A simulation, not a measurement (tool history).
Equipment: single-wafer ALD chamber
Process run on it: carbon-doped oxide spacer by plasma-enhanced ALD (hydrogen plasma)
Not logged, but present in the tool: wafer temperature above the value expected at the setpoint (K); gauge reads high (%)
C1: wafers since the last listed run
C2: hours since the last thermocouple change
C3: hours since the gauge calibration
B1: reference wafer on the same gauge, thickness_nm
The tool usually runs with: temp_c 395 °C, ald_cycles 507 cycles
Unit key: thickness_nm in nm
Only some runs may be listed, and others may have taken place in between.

Run 1, hour 0: usual settings; C1 0; C2 521.9; C3 318.5; B1 29.49. Result: thickness_nm 25.406 nm.
Run 2, hour 72.6: usual settings; C1 66; C2 594.5; C3 391.1; B1 29.48. Result: thickness_nm 25.407 nm.
Run 3, hour 113.6: usual settings; C1 37; C2 635.5; C3 432.1; B1 29.513. Result: thickness_nm 25.245 nm.
Run 4, hour 154.5: usual settings; C1 37; C2 676.4; C3 473; B1 29.521. Result: thickness_nm 25.385 nm.
Run 5, hour 247.7: usual settings but ald_cycles 582 cycles; C1 85; C2 769.6; C3 566.2; B1 29.504. Result: thickness_nm 29.094 nm.
Run 6, hour 313.1: usual settings but ald_cycles 534 cycles; C1 59; C2 835; C3 631.6; B1 29.487. Result: thickness_nm 26.747 nm.
At hour 350.1: gauge calibrated.
Run 7, hour 367.6: usual settings but ald_cycles 534 cycles; C1 49; C2 889.5; C3 17.5; B1 29.491. Result: thickness_nm 26.621 nm.
Run 8, hour 413.9: usual settings but temp_c 384 °C; C1 42; C2 935.8; C3 63.8; B1 29.484. Result: thickness_nm 25.304 nm.
Run 9, hour 464.6: usual settings but temp_c 384 °C; C1 46; C2 986.5; C3 114.5; B1 29.486. Result: thickness_nm 25.321 nm.
Run 10, hour 525.1: usual settings but temp_c 401 °C, ald_cycles 433 cycles; C1 55; C2 1047; C3 175; B1 29.506. Result: thickness_nm 21.564 nm.
Run 11, hour 614: usual settings; C1 81; C2 1135.9; C3 263.9; B1 29.465. Result: thickness_nm 25.319 nm.
Run 12, hour 660.3: usual settings but temp_c 387 °C, ald_cycles 561 cycles; C1 42; C2 1182.2; C3 310.2; B1 29.501. Result: thickness_nm 27.994 nm.
Run 13, hour 734: usual settings but temp_c 407 °C, ald_cycles 552 cycles; C1 67; C2 1255.9; C3 383.9; B1 29.522. Result: thickness_nm 27.195 nm.
At hour 799.8: thermocouple changed; heater temperature recalibrated.
Run 14, hour 800.3: usual settings but temp_c 402 °C, ald_cycles 544 cycles; C1 53; C2 0.5; C3 450.2; B1 29.501. Result: thickness_nm 27.101 nm.
Run 15, hour 866.6: usual settings but temp_c 399 °C, ald_cycles 538 cycles; C1 60; C2 66.8; C3 516.5; B1 29.491. Result: thickness_nm 26.783 nm.
Run 16, hour 970.7: usual settings but ald_cycles 557 cycles; C1 95; C2 170.9; C3 620.6; B1 29.522. Result: thickness_nm 27.844 nm.
At hour 1012.7: gauge calibrated.
Run 17, hour 1030.3: usual settings but temp_c 403 °C, ald_cycles 440 cycles; C1 54; C2 230.5; C3 17.6; B1 29.496. Result: thickness_nm 21.783 nm.
Run 18, hour 1081.4: usual settings but temp_c 391 °C, ald_cycles 580 cycles; C1 46; C2 281.6; C3 68.7; B1 29.491. Result: thickness_nm 29.028 nm.
Run 19, hour 1131.8: usual settings; C1 45; C2 332; C3 119.1; B1 29.473. Result: thickness_nm 25.43 nm.

Branching from run 19: 5 alternative next runs. What would each branch give?
Run A, hour 1133: usual settings; C1 1; C2 333.2; C3 120.3; B1 ?. Result: thickness_nm ?.
Run B, hour 1133: usual settings but temp_c 388 °C, ald_cycles 570 cycles; C1 1; C2 333.2; C3 120.3; B1 ?. Result: thickness_nm ?.
Run C, hour 1133: usual settings but temp_c 382 °C, ald_cycles 608 cycles; C1 1; C2 333.2; C3 120.3; B1 ?. Result: thickness_nm ?.
Run D, hour 1133: usual settings but temp_c 383 °C, ald_cycles 479 cycles; C1 1; C2 333.2; C3 120.3; B1 ?. Result: thickness_nm ?.
Run E, hour 1133: usual settings but temp_c 390 °C; C1 1; C2 333.2; C3 120.3; B1 ?. Result: thickness_nm ?.

run      B1  thickness_nm
  A  29.534        25.292
  B  29.534        28.435
  C  29.534        30.331
  D  29.534        23.895
  E  29.534        25.292
Without the tool's unlogged condition, the same runs would have read:
run  thickness_nm
  A        25.292
  B        28.435
  C        30.331
  D        23.895
  E        25.292

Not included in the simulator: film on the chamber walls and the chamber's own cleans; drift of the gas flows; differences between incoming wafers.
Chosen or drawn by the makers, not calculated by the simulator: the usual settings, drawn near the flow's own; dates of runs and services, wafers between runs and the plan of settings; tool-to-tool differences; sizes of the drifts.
